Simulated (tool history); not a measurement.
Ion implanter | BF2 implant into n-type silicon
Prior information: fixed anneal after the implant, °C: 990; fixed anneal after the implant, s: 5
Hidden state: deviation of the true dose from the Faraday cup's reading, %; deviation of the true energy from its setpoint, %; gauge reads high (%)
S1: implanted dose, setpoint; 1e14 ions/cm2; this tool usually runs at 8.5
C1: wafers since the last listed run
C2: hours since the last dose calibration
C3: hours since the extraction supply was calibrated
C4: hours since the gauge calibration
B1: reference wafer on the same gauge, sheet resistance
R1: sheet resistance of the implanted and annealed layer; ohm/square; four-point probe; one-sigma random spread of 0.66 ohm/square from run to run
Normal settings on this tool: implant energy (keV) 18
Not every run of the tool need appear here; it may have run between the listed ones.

run 1 hour=0 | S1=8.5 implant_energy_(keV)=18 | C1=0 C2=282.4 C3=1964.2 C4=286.9 | B1=248.04 | R1=275.67
run 2 hour=53.8 | S1=8.5 implant_energy_(keV)=18 | C1=543 C2=336.2 C3=2018 C4=340.7 | B1=248.1 | R1=275.46
run 3 hour=128.7 | S1=8.5 implant_energy_(keV)=18 | C1=757 C2=411.1 C3=2092.9 C4=415.6 | B1=248 | R1=274.3
run 4 hour=215.2 | S1=8.5 implant_energy_(keV)=18 | C1=874 C2=497.6 C3=2179.4 C4=502.1 | B1=247.88 | R1=275.99
run 5 hour=302.9 | S1=8.5 implant_energy_(keV)=18 | C1=886 C2=585.3 C3=2267.1 C4=589.8 | B1=248.14 | R1=275.73
run 6 hour=409.5 | S1=8.5 implant_energy_(keV)=18 | C1=1077 C2=691.9 C3=2373.7 C4=696.4 | B1=247.79 | R1=275.43
run 7 hour=510.1 | S1=8.5 implant_energy_(keV)=18 | C1=1016 C2=792.5 C3=2474.3 C4=797 | B1=248.14 | R1=275.94
-- hour=544.4 Faraday cup replaced and dose calibrated
run 8 hour=610.7 | S1=6.95 implant_energy_(keV)=18 | C1=935 C2=66.3 C3=2574.9 C4=897.6 | B1=248.13 | R1=284.86
run 9 hour=717.4 | S1=9.71 implant_energy_(keV)=24 | C1=1078 C2=173 C3=2681.6 C4=1004.3 | B1=248.25 | R1=226.52

The next listed run, before its measurement:
run 10 hour=813.1 | S1=8.5 implant_energy_(keV)=14.5 | C1=967 C2=268.7 C3=2777.3 C4=1100 | B1=? | R1=?

Run 10 produced B1 248.11, R1 309.48 ohm/square.
Without the tool's hidden state the same run would have given R1 308.74 ohm/square.
